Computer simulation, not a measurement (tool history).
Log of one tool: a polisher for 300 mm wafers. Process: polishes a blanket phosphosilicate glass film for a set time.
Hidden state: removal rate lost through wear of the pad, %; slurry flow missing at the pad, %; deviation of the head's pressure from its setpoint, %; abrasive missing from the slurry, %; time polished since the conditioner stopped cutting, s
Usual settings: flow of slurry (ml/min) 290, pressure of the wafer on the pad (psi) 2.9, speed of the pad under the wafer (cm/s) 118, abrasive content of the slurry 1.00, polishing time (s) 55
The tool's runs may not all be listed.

run	day	flow of slurry (ml/min)	pressure of the wafer on the pad (psi)	speed of the pad under the wafer (cm/s)	abrasive content of the slurry	polishing time (s)	wafers since the last listed run	wafers polished on this pad	hours since the slurry nozzle was cleaned	hours since the head pressure was calibrated	hours since the slurry blender was calibrated	hours since the conditioning disc was replaced	incoming thickness of the incoming film, nm	film removed (nm)
1	0.000	290	2.9	118	1.00	55	0	815	118.9	303.9	70.7	218.9	4522.2	502.7
# day 0.442: conditioning disc replaced and pad reconditioned
2	1.329	290	2.9	118	1.00	55	423	1238	150.8	335.8	102.6	21.3	4549.6	486.0
3	2.317	290	2.9	118	1.00	55	335	1574	174.5	359.5	126.3	45.0	4506.2	474.3
4	3.421	265	2.9	118	1.00	55	375	1949	201.0	386.0	152.8	71.5	4464.0	470.3
5	4.696	290	2.9	118	1.00	55	433	2382	231.6	416.6	183.4	102.1	4529.7	475.3
6	5.850	225	3.6	118	0.90	43	392	2774	259.3	444.3	211.1	129.8	4476.6	412.5
# day 6.538: worn pad replaced by a new one
7	7.042	240	2.9	136	1.00	55	348	170	287.9	472.9	239.7	158.4	4575.2	556.3
8	8.121	340	2.9	104	0.90	55	366	537	313.8	498.8	265.6	184.3	4545.8	439.8
# day 8.875: slurry blender recalibrated
# day 9.521: conditioning disc replaced and pad reconditioned
# day 9.967: head pressure recalibrated
9	11.908	215	2.5	118	0.75	55	1201	1738	404.7	46.6	72.8	57.3	4496.5	368.1
10	13.229	290	2.9	150	0.85	55	448	2187	436.4	78.3	104.5	89.0	4520.6	546.7
11	13.733	215	2.9	118	1.10	55	171	2358	448.5	90.4	116.6	101.1	4600.4	501.9
# day 14.121: slurry nozzle cleaned
12	14.933	290	2.9	146	0.85	55	393	2752	19.5	119.2	145.4	129.9	4602.0	526.8
# day 15.200: worn pad replaced by a new one
13	15.617	240	2.3	118	0.70	55	175	141	35.9	135.6	161.8	146.3	4484.1	327.2
14	16.579	290	2.2	118	1.00	65	326	468	59.0	158.7	184.9	169.4	4541.7	459.3
15	17.238	240	3.8	118	1.15	69	223	692	74.8	174.5	200.7	185.2	4527.7	863.5
16	18.712	335	2.9	118	1.00	55	501	1193	110.2	209.9	236.1	220.6	4513.0	507.4
17	19.517	290	2.9	118	1.00	55	273	1466	129.5	229.2	255.4	239.9	4554.5	499.2
18	20.133	235	2.9	76	1.00	36	209	1676	144.3	244.0	270.2	254.7	4525.5	216.6
# day 21.033: conditioning disc replaced and pad reconditioned
19	21.054	220	2.9	100	1.00	55	284	1960	166.4	266.1	292.3	0.5	4508.8	418.0
# day 21.533: slurry blender recalibrated
20	21.992	290	2.9	118	1.25	36	290	2250	188.9	288.6	11.0	23.0	4566.3	340.3
21	23.412	325	2.9	118	1.00	55	482	2733	223.0	322.7	45.1	57.1	4581.9	477.3
22	24.600	290	2.9	118	1.00	55	403	3136	251.5	351.2	73.6	85.6	4518.5	468.7
23	25.879	290	2.2	78	1.10	55	434	3571	282.2	381.9	104.3	116.3	4537.4	260.4
# day 26.167: worn pad replaced by a new one
24	26.721	290	2.9	118	1.00	55	229	188	302.4	402.1	124.5	136.5	4528.4	483.1

5 ways to go on from here, each from the tool as it stands after run 24. What would each give?
A	26.738	290	2.9	118	1.00	55	5	193	302.8	402.5	124.9	136.9	4531.1	?
B	26.738	290	2.5	118	1.00	50	5	193	302.8	402.5	124.9	136.9	4531.1	?
C	26.738	335	2.0	118	0.80	55	5	193	302.8	402.5	124.9	136.9	4531.1	?
D	26.738	335	1.9	158	1.25	55	5	193	302.8	402.5	124.9	136.9	4531.1	?
E	26.738	290	2.9	88	1.00	48	5	193	302.8	402.5	124.9	136.9	4531.1	?

run	film removed (nm)
A	496.8
B	389.4
C	309.3
D	460.8
E	342.9
Without the tool's hidden state the same runs would have given:
run	film removed (nm)
A	527.1
B	413.1
C	328.1
D	488.9
E	363.8

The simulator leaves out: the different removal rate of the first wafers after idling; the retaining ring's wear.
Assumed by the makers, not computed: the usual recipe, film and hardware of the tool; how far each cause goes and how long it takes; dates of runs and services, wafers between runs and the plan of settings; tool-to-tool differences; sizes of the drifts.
